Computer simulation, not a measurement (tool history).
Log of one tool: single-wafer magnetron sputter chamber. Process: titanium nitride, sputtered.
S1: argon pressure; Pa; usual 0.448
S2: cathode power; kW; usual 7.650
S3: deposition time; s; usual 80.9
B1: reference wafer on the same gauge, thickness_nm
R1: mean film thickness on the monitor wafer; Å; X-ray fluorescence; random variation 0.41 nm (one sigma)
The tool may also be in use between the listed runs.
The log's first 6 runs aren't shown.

run     day     S1     S2    S3      B1       R1
  7   3.625  0.448  7.650  80.9  97.984  1145.88
      4.179  -- magnet pack replaced
  8   4.200  0.577  7.650  80.9  97.971  1094.65
  9   4.479  0.577  7.650  80.9  97.933  1088.71
 10   5.000  0.577  7.650  80.9  98.110  1084.71
 11   5.458  0.400  7.650  73.2  97.903  1059.26
      5.925  -- sputter target and shields replaced
 12   6.338  0.542  7.650  80.9  97.928  1106.51
      7.025  -- capacitance manometer re-zeroed and calibrated
 13   7.046  0.542  7.650  80.9  98.136  1061.95
 14   7.475  0.296  8.250  71.0  98.133  1131.63
 15   8.121  0.448  7.650  74.2  97.927  1011.03
 16   8.742  0.448  7.650  80.9  97.989  1105.73
 17   9.088  0.448  7.650  80.9  97.931  1106.35
 18   9.708  0.554  9.100  80.9  97.933  1256.19
 19  10.096  0.448  6.400  80.9  98.110   933.05
 20  10.775  0.448  7.650  80.9  98.002  1115.84

The next listed run, before its measurement:
 21  11.488  0.448  8.650  90.7   ?   ?

B1: 97.902
R1: 1406.85 Å
Without the tool's hidden state the same run would have given R1 1406.90 Å.
